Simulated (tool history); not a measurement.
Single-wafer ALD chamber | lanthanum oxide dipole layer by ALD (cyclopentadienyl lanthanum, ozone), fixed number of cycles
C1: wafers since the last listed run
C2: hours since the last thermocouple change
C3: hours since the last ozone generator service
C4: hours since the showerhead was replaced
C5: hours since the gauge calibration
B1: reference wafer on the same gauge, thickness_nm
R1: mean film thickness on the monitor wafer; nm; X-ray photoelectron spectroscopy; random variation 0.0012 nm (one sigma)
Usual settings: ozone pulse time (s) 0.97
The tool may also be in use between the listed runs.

Run 1, hour 0.0: usual settings; C1 0; C2 1995.5; C3 622.0; C4 2621.5; C5 42.7; B1 0.504. Result: R1 0.465 nm.
Run 2, hour 25.1: usual settings; C1 294; C2 2020.6; C3 647.1; C4 2646.6; C5 67.8; B1 0.504. Result: R1 0.465 nm.
Run 3, hour 41.1: usual settings; C1 187; C2 2036.6; C3 663.1; C4 2662.6; C5 83.8; B1 0.504. Result: R1 0.463 nm.
Run 4, hour 64.2: usual settings; C1 271; C2 2059.7; C3 686.2; C4 2685.7; C5 106.9; B1 0.504. Result: R1 0.465 nm.
Run 5, hour 81.5: usual settings; C1 203; C2 2077.0; C3 703.5; C4 2703.0; C5 124.2; B1 0.504. Result: R1 0.463 nm.
Run 6, hour 95.9: usual settings; C1 169; C2 2091.4; C3 717.9; C4 2717.4; C5 138.6; B1 0.504. Result: R1 0.463 nm.
Run 7, hour 115.4: usual settings; C1 228; C2 2110.9; C3 737.4; C4 2736.9; C5 158.1; B1 0.504. Result: R1 0.462 nm.
Run 8, hour 144.2: usual settings but ozone pulse time (s) 1.13; C1 338; C2 2139.7; C3 766.2; C4 2765.7; C5 186.9; B1 0.505. Result: R1 0.479 nm.
Run 9, hour 164.8: usual settings but ozone pulse time (s) 0.88; C1 241; C2 2160.3; C3 786.8; C4 2786.3; C5 207.5; B1 0.504. Result: R1 0.448 nm.
At hour 221.7: ozone generator serviced.
Run 10, hour 224.1: usual settings but ozone pulse time (s) 0.88; C1 602; C2 2219.6; C3 2.4; C4 2845.6; C5 266.8; B1 0.504. Result: R1 0.435 nm.
At hour 232.8: showerhead replaced.
At hour 248.1: gauge calibrated.
Run 11, hour 250.9: usual settings but ozone pulse time (s) 0.88; C1 220; C2 2246.4; C3 29.2; C4 18.1; C5 2.8; B1 0.504. Result: R1 0.434 nm.
Run 12, hour 281.2: usual settings but ozone pulse time (s) 0.75; C1 355; C2 2276.7; C3 59.5; C4 48.4; C5 33.1; B1 0.504. Result: R1 0.413 nm.
At hour 302.8: ozone generator serviced, repeated, since the last time left the tool worse.
Run 13, hour 303.3: usual settings but ozone pulse time (s) 1.22; C1 165; C2 2298.8; C3 0.5; C4 70.5; C5 55.2; B1 0.505. Result: R1 0.498 nm.
Run 14, hour 361.2: usual settings; C1 679; C2 2356.7; C3 58.4; C4 128.4; C5 113.1; B1 0.504. Result: R1 0.472 nm.
Run 15, hour 379.6: usual settings but ozone pulse time (s) 1.19; C1 216; C2 2375.1; C3 76.8; C4 146.8; C5 131.5; B1 0.504. Result: R1 0.497 nm.
At hour 398.5: thermocouple changed; heater temperature recalibrated.
Run 16, hour 410.5: usual settings but ozone pulse time (s) 0.59; C1 268; C2 12.0; C3 107.7; C4 177.7; C5 162.4; B1 0.504. Result: R1 0.405 nm.
Run 17, hour 442.9: usual settings but ozone pulse time (s) 1.31; C1 380; C2 44.4; C3 140.1; C4 210.1; C5 194.8; B1 0.504. Result: R1 0.505 nm.
Run 18, hour 465.8: usual settings but ozone pulse time (s) 1.26; C1 268; C2 67.3; C3 163.0; C4 233.0; C5 217.7; B1 0.504. Result: R1 0.500 nm.
Run 19, hour 494.8: usual settings but ozone pulse time (s) 1.20; C1 340; C2 96.3; C3 192.0; C4 262.0; C5 246.7; B1 0.504. Result: R1 0.493 nm.
Run 20, hour 526.2: usual settings but ozone pulse time (s) 1.21; C1 368; C2 127.7; C3 223.4; C4 293.4; C5 278.1; B1 0.504. Result: R1 0.495 nm.
Run 21, hour 544.4: usual settings but ozone pulse time (s) 0.86; C1 213; C2 145.9; C3 241.6; C4 311.6; C5 296.3; B1 0.504. Result: R1 0.455 nm.
Run 22, hour 568.9: usual settings but ozone pulse time (s) 1.31; C1 287; C2 170.4; C3 266.1; C4 336.1; C5 320.8; B1 0.505. Result: R1 0.504 nm.
At hour 572.0: gauge calibrated.
Run 23, hour 593.9: usual settings but ozone pulse time (s) 0.84; C1 293; C2 195.4; C3 291.1; C4 361.1; C5 21.9; B1 0.504. Result: R1 0.450 nm.

How the hidden state differs across the entries between the runs, from the last listed run before each to the first after it:
Between runs 9 and 10: ozone generator serviced (hour 221.7)
  ozone dose above that of a generator just serviced (%): -8.55 -> -17.9
  measured less the result without the state, R1: -0.012 -> -0.027 nm
Between runs 10 and 11: showerhead replaced (hour 232.8); gauge calibrated (hour 248.1)
  no hidden state differs between the two runs
  measured less the result without the state, R1: -0.027 -> -0.027 nm
Between runs 12 and 13: ozone generator serviced, repeated, since the last time left the tool worse (hour 302.8)
  ozone dose above that of a generator just serviced (%): -17.9 -> -1.03
  measured less the result without the state, R1: -0.029 -> -0.001 nm
Between runs 15 and 16: thermocouple changed; heater temperature recalibrated (hour 398.5)
  ozone dose above that of a generator just serviced (%): -1.11 -> -1.18
  measured less the result without the state, R1: -0.001 -> -0.002 nm
Between runs 22 and 23: gauge calibrated (hour 572.0)
  ozone dose above that of a generator just serviced (%): -1.92 -> -2.1
  measured less the result without the state, R1: -0.002 -> -0.002 nm
